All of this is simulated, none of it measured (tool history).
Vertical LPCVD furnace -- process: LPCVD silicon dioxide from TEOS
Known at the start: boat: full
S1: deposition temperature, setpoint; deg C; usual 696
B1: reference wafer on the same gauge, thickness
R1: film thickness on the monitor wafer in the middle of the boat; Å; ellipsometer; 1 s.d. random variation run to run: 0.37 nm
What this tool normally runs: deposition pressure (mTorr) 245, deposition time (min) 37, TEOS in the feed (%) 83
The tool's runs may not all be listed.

Run 1, hour 0: usual settings; B1 239. Result: R1 2550.2 Å.
Run 2, hour 32: usual settings; B1 239.01. Result: R1 2544.2 Å.
Run 3, hour 63.4: usual settings; B1 239.08. Result: R1 2544.8 Å.
Run 4, hour 115.4: usual settings; B1 239.04. Result: R1 2542.6 Å.
Run 5, hour 153.3: usual settings but S1 703 deg C; B1 238.99. Result: R1 3006.6 Å.
Run 6, hour 190.3: usual settings but S1 703 deg C; B1 238.93. Result: R1 3009 Å.
Run 7, hour 236.4: usual settings but S1 703 deg C; B1 239.03. Result: R1 3011.1 Å.
Run 8, hour 263.9: usual settings but TEOS in the feed (%) 71; B1 238.92. Result: R1 2357.6 Å.
Run 9, hour 295.3: usual settings but TEOS in the feed (%) 71; B1 239.07. Result: R1 2367.9 Å.
Run 10, hour 476.1: usual settings; B1 239.03. Result: R1 2501 Å.
Run 11, hour 510.9: usual settings; B1 238.97. Result: R1 2448.1 Å.
Run 12, hour 547.9: usual settings; B1 238.96. Result: R1 2457.1 Å.
Run 13, hour 587.9: usual settings; B1 238.94. Result: R1 2454.7 Å.
Run 14, hour 629.4: usual settings but TEOS in the feed (%) 72; B1 238.97. Result: R1 2283.3 Å.
Run 15, hour 661.7: usual settings but TEOS in the feed (%) 72; B1 239.04. Result: R1 2285.7 Å.
Run 16, hour 697.9: usual settings but S1 688 deg C, deposition pressure (mTorr) 285, deposition time (min) 29, TEOS in the feed (%) 75; B1 239.04. Result: R1 1631.4 Å.
Run 17, hour 830.8: usual settings but S1 690 deg C, deposition pressure (mTorr) 225, deposition time (min) 31.5, TEOS in the feed (%) 95; B1 239.04. Result: R1 1866.5 Å.
Run 18, hour 880.6: usual settings but deposition time (min) 31, TEOS in the feed (%) 97; B1 238.97. Result: R1 2232.6 Å.
Run 19, hour 996.1: usual settings but deposition time (min) 27; B1 239.14. Result: R1 1800.8 Å.
Run 20, hour 1034.6: usual settings but S1 687 deg C, deposition pressure (mTorr) 260; B1 239.02. Result: R1 2057.1 Å.
Run 21, hour 1084.4: usual settings but deposition pressure (mTorr) 205, TEOS in the feed (%) 90; B1 238.93. Result: R1 2342.4 Å.
Run 22, hour 1136.6: usual settings but deposition pressure (mTorr) 265, deposition time (min) 26.5, TEOS in the feed (%) 74; B1 239.01. Result: R1 1741.8 Å.
Run 23, hour 1178: usual settings but S1 690 deg C, deposition time (min) 41.5, TEOS in the feed (%) 97; B1 238.97. Result: R1 2597.9 Å.
Run 24, hour 1204: usual settings but deposition pressure (mTorr) 295, deposition time (min) 46, TEOS in the feed (%) 74; B1 239.03. Result: R1 3194.3 Å.
Run 25, hour 1243: usual settings but S1 705 deg C, deposition time (min) 32, TEOS in the feed (%) 75; B1 239.04. Result: R1 2511.1 Å.
Run 26, hour 1295.2: usual settings but TEOS in the feed (%) 69; B1 239.01. Result: R1 2260.2 Å.
Run 27, hour 1330.9: usual settings; B1 238.91. Result: R1 2478.2 Å.
Run 28, hour 1368.2: usual settings but deposition pressure (mTorr) 225, TEOS in the feed (%) 94; B1 239.13. Result: R1 2532.9 Å.
Run 29, hour 1413.5: usual settings; B1 239.03. Result: R1 2480.9 Å.
Run 30, hour 1476.8: usual settings but deposition time (min) 27; B1 239.04. Result: R1 1807.7 Å.
Run 31, hour 1532.7: usual settings but S1 685 deg C; B1 239. Result: R1 1922.4 Å.

Not shown here: 4 entries made in the log between runs. Locate each between two listed runs and compare the hidden state at the listed run before it with the hidden state at the listed run after it:
Runs 9 to 10: thermocouples replaced and temperature profile calibrated (hour 475.6)
  true tube temperature minus thermocouple reading, K: 1.2 -> 0.0417; true pressure minus gauge reading, mTorr: 7.46 -> 8.31
  measured result minus the result with no hidden state, R1: +99.8 -> +43.7 Å
Runs 10 to 11: pressure gauge zeroed (hour 510.4)
  true tube temperature minus thermocouple reading, K: 0.0417 -> 0.0615; true pressure minus gauge reading, mTorr: 8.31 -> -1.23
  measured result minus the result with no hidden state, R1: +43.7 -> -2.7 Å
Runs 18 to 19: TEOS flow controller replaced (hour 953.1); gauge calibrated (hour 990.4)
  true tube temperature minus thermocouple reading, K: 0.271 -> 0.337; true pressure minus gauge reading, mTorr: -1.16 -> -1.11
  measured result minus the result with no hidden state, R1: +8.9 -> +10.1 Å
